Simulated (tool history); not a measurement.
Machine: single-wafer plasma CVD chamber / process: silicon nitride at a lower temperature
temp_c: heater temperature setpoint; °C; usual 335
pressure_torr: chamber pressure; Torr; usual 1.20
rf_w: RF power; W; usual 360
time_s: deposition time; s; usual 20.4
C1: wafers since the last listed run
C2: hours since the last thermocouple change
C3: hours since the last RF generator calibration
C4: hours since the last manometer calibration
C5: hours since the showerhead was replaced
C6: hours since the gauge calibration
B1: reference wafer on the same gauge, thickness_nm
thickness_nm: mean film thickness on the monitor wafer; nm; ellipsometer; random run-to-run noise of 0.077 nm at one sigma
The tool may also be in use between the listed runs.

run 1 hour=0.0 | temp_c=335 pressure_torr=1.20 rf_w=360 time_s=20.4 | C1=0 C2=1292.5 C3=1214.0 C4=2194.5 C5=4292.2 C6=671.7 | B1=19.988 | thickness_nm=24.384
run 2 hour=18.7 | temp_c=335 pressure_torr=1.20 rf_w=360 time_s=20.4 | C1=582 C2=1311.2 C3=1232.7 C4=2213.2 C5=4310.9 C6=690.4 | B1=19.987 | thickness_nm=24.515
-- hour=40.7 RF generator calibrated
run 3 hour=46.6 | temp_c=335 pressure_torr=1.20 rf_w=360 time_s=20.4 | C1=620 C2=1339.1 C3=5.9 C4=2241.1 C5=4338.8 C6=718.3 | B1=20.003 | thickness_nm=24.287
-- hour=57.6 capacitance manometer re-zeroed and calibrated
run 4 hour=63.5 | temp_c=335 pressure_torr=1.20 rf_w=360 time_s=20.4 | C1=277 C2=1356.0 C3=22.8 C4=5.9 C5=4355.7 C6=735.2 | B1=20.014 | thickness_nm=24.336
run 5 hour=83.7 | temp_c=335 pressure_torr=1.20 rf_w=360 time_s=20.4 | C1=629 C2=1376.2 C3=43.0 C4=26.1 C5=4375.9 C6=755.4 | B1=20.013 | thickness_nm=24.263
-- hour=93.4 gauge calibrated
run 6 hour=108.0 | temp_c=335 pressure_torr=1.20 rf_w=410 time_s=20.4 | C1=757 C2=1400.5 C3=67.3 C4=50.4 C5=4400.2 C6=14.6 | B1=19.981 | thickness_nm=26.017
run 7 hour=130.8 | temp_c=335 pressure_torr=1.20 rf_w=325 time_s=20.4 | C1=710 C2=1423.3 C3=90.1 C4=73.2 C5=4423.0 C6=37.4 | B1=19.985 | thickness_nm=23.067
run 8 hour=148.1 | temp_c=329 pressure_torr=1.20 rf_w=360 time_s=23.2 | C1=539 C2=1440.6 C3=107.4 C4=90.5 C5=4440.3 C6=54.7 | B1=19.999 | thickness_nm=27.877
run 9 hour=165.0 | temp_c=326 pressure_torr=0.95 rf_w=360 time_s=20.4 | C1=526 C2=1457.5 C3=124.3 C4=107.4 C5=4457.2 C6=71.6 | B1=20.002 | thickness_nm=21.587
run 10 hour=193.0 | temp_c=329 pressure_torr=1.32 rf_w=405 time_s=20.4 | C1=872 C2=1485.5 C3=152.3 C4=135.4 C5=4485.2 C6=99.6 | B1=20.003 | thickness_nm=27.146
run 11 hour=205.4 | temp_c=335 pressure_torr=1.34 rf_w=360 time_s=20.4 | C1=386 C2=1497.9 C3=164.7 C4=147.8 C5=4497.6 C6=112.0 | B1=19.994 | thickness_nm=25.491
run 12 hour=230.5 | temp_c=335 pressure_torr=1.20 rf_w=360 time_s=20.4 | C1=782 C2=1523.0 C3=189.8 C4=172.9 C5=4522.7 C6=137.1 | B1=19.989 | thickness_nm=24.311
run 13 hour=261.3 | temp_c=320 pressure_torr=1.20 rf_w=425 time_s=18.5 | C1=959 C2=1553.8 C3=220.6 C4=203.7 C5=4553.5 C6=167.9 | B1=20.008 | thickness_nm=24.182
run 14 hour=282.7 | temp_c=321 pressure_torr=1.20 rf_w=340 time_s=20.4 | C1=666 C2=1575.2 C3=242.0 C4=225.1 C5=4574.9 C6=189.3 | B1=20.011 | thickness_nm=23.739
run 15 hour=306.3 | temp_c=335 pressure_torr=1.20 rf_w=360 time_s=20.4 | C1=735 C2=1598.8 C3=265.6 C4=248.7 C5=4598.5 C6=212.9 | B1=19.980 | thickness_nm=24.490
run 16 hour=327.3 | temp_c=321 pressure_torr=1.49 rf_w=360 time_s=18.5 | C1=654 C2=1619.8 C3=286.6 C4=269.7 C5=4619.5 C6=233.9 | B1=19.997 | thickness_nm=24.197
-- hour=347.4 showerhead replaced
run 17 hour=347.9 | temp_c=335 pressure_torr=1.08 rf_w=360 time_s=17.4 | C1=392 C2=1640.4 C3=307.2 C4=290.3 C5=0.5 C6=254.5 | B1=20.005 | thickness_nm=19.722
run 18 hour=368.3 | temp_c=335 pressure_torr=1.20 rf_w=360 time_s=20.4 | C1=635 C2=1660.8 C3=327.6 C4=310.7 C5=20.9 C6=274.9 | B1=20.001 | thickness_nm=24.333
run 19 hour=402.4 | temp_c=335 pressure_torr=1.20 rf_w=360 time_s=21.9 | C1=1062 C2=1694.9 C3=361.7 C4=344.8 C5=55.0 C6=309.0 | B1=20.000 | thickness_nm=26.020
run 20 hour=433.3 | temp_c=335 pressure_torr=1.20 rf_w=385 time_s=16.3 | C1=962 C2=1725.8 C3=392.6 C4=375.7 C5=85.9 C6=339.9 | B1=19.998 | thickness_nm=20.144
-- hour=450.6 thermocouple changed; heater temperature recalibrated
run 21 hour=451.1 | temp_c=329 pressure_torr=1.20 rf_w=360 time_s=23.2 | C1=305 C2=0.5 C3=410.4 C4=393.5 C5=103.7 C6=357.7 | B1=20.001 | thickness_nm=27.866
run 22 hour=471.3 | temp_c=347 pressure_torr=1.44 rf_w=360 time_s=20.4 | C1=629 C2=20.7 C3=430.6 C4=413.7 C5=123.9 C6=377.9 | B1=20.004 | thickness_nm=26.145
run 23 hour=489.7 | temp_c=350 pressure_torr=1.36 rf_w=360 time_s=20.4 | C1=573 C2=39.1 C3=449.0 C4=432.1 C5=142.3 C6=396.3 | B1=19.995 | thickness_nm=25.563
run 24 hour=504.9 | temp_c=321 pressure_torr=1.20 rf_w=415 time_s=20.4 | C1=473 C2=54.3 C3=464.2 C4=447.3 C5=157.5 C6=411.5 | B1=19.996 | thickness_nm=26.282
run 25 hour=538.2 | temp_c=335 pressure_torr=1.20 rf_w=360 time_s=16.8 | C1=1037 C2=87.6 C3=497.5 C4=480.6 C5=190.8 C6=444.8 | B1=20.007 | thickness_nm=20.047
run 26 hour=573.9 | temp_c=335 pressure_torr=1.20 rf_w=360 time_s=20.4 | C1=1112 C2=123.3 C3=533.2 C4=516.3 C5=226.5 C6=480.5 | B1=19.989 | thickness_nm=24.404
run 27 hour=596.3 | temp_c=335 pressure_torr=1.03 rf_w=360 time_s=20.4 | C1=697 C2=145.7 C3=555.6 C4=538.7 C5=248.9 C6=502.9 | B1=20.006 | thickness_nm=22.406
run 28 hour=631.3 | temp_c=322 pressure_torr=1.42 rf_w=360 time_s=21.6 | C1=1090 C2=180.7 C3=590.6 C4=573.7 C5=283.9 C6=537.9 | B1=19.991 | thickness_nm=27.741

Give the tool's hidden conditions for every run:
wafer temperature above the value expected at the setpoint (K): 0 across all the runs
delivered RF power above the setpoint (%): 0 across all the runs
true pressure above the setpoint (%): 0 across all the runs
gauge reads high (%): 0 across all the runs
